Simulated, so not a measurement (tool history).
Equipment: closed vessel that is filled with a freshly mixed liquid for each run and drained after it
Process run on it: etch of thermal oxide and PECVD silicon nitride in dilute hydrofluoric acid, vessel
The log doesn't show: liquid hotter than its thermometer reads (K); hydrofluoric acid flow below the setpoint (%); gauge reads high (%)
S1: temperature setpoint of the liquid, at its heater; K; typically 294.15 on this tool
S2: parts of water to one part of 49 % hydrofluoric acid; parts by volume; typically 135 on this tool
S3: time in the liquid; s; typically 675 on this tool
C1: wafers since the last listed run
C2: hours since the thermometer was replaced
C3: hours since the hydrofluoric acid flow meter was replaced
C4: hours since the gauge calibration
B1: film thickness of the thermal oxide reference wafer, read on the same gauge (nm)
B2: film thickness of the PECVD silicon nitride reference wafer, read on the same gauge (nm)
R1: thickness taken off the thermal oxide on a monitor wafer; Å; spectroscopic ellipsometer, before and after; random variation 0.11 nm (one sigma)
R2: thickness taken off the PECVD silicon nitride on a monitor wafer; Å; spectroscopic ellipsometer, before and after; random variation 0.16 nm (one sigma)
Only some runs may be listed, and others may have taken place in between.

| run | hour | S1 | S2 | S3 | C1 | C2 | C3 | C4 | B1 | B2 | R1 | R2 |
|---|---|---|---|---|---|---|---|---|---|---|---|---|
| 1 | 0 | 294.15 | 135 | 975 | 0 | 1040.5 | 2197.5 | 206 | 89.99 | 110.05 | 288.7 | 267.2 |
| 2 | 17.2 | 294.15 | 135 | 975 | 1107 | 1057.7 | 2214.7 | 223.2 | 90.02 | 109.99 | 291.9 | 266.2 |
| 3 | 26 | 294.15 | 135 | 975 | 566 | 1066.5 | 2223.5 | 232 | 90.01 | 109.99 | 290.6 | 262.7 |
| 4 | 32.7 | 292.15 | 95 | 675 | 431 | 1073.2 | 2230.2 | 238.7 | 90.02 | 110.05 | 277.7 | 225.2 |
| 5 | 55.7 | 292.15 | 95 | 675 | 1480 | 1096.2 | 2253.2 | 261.7 | 90.01 | 110.01 | 277.9 | 229 |
| 6 | 69.5 | 294.15 | 180 | 675 | 888 | 1110 | 2267 | 275.5 | 89.99 | 109.96 | 140.8 | 140 |
| 7 | 86.6 | 294.15 | 180 | 675 | 1100 | 1127.1 | 2284.1 | 292.6 | 90 | 110.02 | 143 | 137.5 |
| 8 | 96.1 | 294.15 | 180 | 675 | 611 | 1136.6 | 2293.6 | 302.1 | 89.99 | 109.97 | 142.8 | 139.6 |
| 9 | 112.1 | 294.15 | 135 | 675 | 1030 | 1152.6 | 2309.6 | 318.1 | 90.04 | 109.98 | 202.1 | 185.9 |
|  | 121.2 | hydrofluoric acid flow meter replaced |
| 10 | 121.7 | 296.65 | 135 | 370 | 553 | 1162.2 | 0.5 | 327.7 | 90.01 | 110.01 | 140 | 138.8 |
| 11 | 128.3 | 294.15 | 135 | 675 | 424 | 1168.8 | 7.1 | 334.3 | 90 | 109.99 | 232.5 | 210.4 |
| 12 | 145.9 | 296.15 | 185 | 675 | 1133 | 1186.4 | 24.7 | 351.9 | 89.99 | 109.99 | 173.9 | 174.8 |
| 13 | 163.9 | 290.15 | 90 | 675 | 1158 | 1204.4 | 42.7 | 369.9 | 90.02 | 110.02 | 316.9 | 245.5 |
| 14 | 176.7 | 294.15 | 135 | 1010 | 824 | 1217.2 | 55.5 | 382.7 | 89.99 | 110.01 | 350.7 | 317.5 |
| 15 | 193.1 | 292.15 | 95 | 675 | 1055 | 1233.6 | 71.9 | 399.1 | 89.99 | 110.01 | 322.6 | 264.2 |
| 16 | 202.7 | 298.15 | 135 | 960 | 618 | 1243.2 | 81.5 | 408.7 | 89.98 | 109.98 | 385.6 | 390.8 |
|  | 203.9 | thermometer replaced |
|  | 224 | gauge calibrated |
| 17 | 256 | 298.65 | 170 | 910 | 3367 | 52.1 | 134.8 | 32 | 89.96 | 110 | 255.3 | 252.8 |
| 18 | 267.3 | 290.15 | 180 | 675 | 727 | 63.4 | 146.1 | 43.3 | 90.01 | 110 | 127.1 | 101.6 |
| 19 | 284 | 294.15 | 135 | 675 | 1075 | 80.1 | 162.8 | 60 | 90.01 | 109.99 | 210.6 | 176.3 |
| 20 | 297.4 | 298.15 | 135 | 675 | 862 | 93.5 | 176.2 | 73.4 | 89.99 | 109.99 | 243.5 | 229.6 |
| 21 | 314.9 | 294.15 | 135 | 520 | 1126 | 111 | 193.7 | 90.9 | 89.97 | 109.97 | 161.6 | 134.1 |
| 22 | 322.6 | 294.15 | 95 | 840 | 495 | 118.7 | 201.4 | 98.6 | 89.99 | 109.98 | 390.9 | 314.1 |
| 23 | 329.8 | 294.15 | 135 | 675 | 463 | 125.9 | 208.6 | 105.8 | 90 | 110.01 | 209 | 176.6 |
| 24 | 347.3 | 296.15 | 135 | 675 | 1126 | 143.4 | 226.1 | 123.3 | 90.02 | 109.99 | 228.2 | 202.7 |
| 25 | 363.5 | 294.15 | 135 | 880 | 1043 | 159.6 | 242.3 | 139.5 | 90 | 110 | 273.6 | 235 |

Each row is a separate what-if for the run after 25, all from the same tool condition, not one after another. Results?
| A | 364.3 | 294.15 | 135 | 675 | 51 | 160.4 | 243.1 | 140.3 | ? | ? | ? | ? |
| B | 364.3 | 291.65 | 100 | 950 | 51 | 160.4 | 243.1 | 140.3 | ? | ? | ? | ? |
| C | 364.3 | 294.15 | 165 | 675 | 51 | 160.4 | 243.1 | 140.3 | ? | ? | ? | ? |
| D | 364.3 | 291.65 | 80 | 380 | 51 | 160.4 | 243.1 | 140.3 | ? | ? | ? | ? |
| E | 364.3 | 290.15 | 85 | 960 | 51 | 160.4 | 243.1 | 140.3 | ? | ? | ? | ? |

| run | B1 | B2 | R1 | R2 |
|---|---|---|---|---|
| A | 90.04 | 110 | 211.5 | 174.6 |
| B | 90.04 | 110 | 377.7 | 278.2 |
| C | 90.04 | 110 | 167.4 | 143.4 |
| D | 90.04 | 110 | 193.2 | 138.3 |
| E | 90.04 | 110 | 428.9 | 296.8 |
Had the tool no hidden state, the same runs would have come out as:
| run | R1 | R2 |
|---|---|---|
| A | 215.2 | 174.5 |
| B | 383.6 | 277.7 |
| C | 170.5 | 143.4 |
| D | 196 | 138 |
| E | 435 | 296.1 |
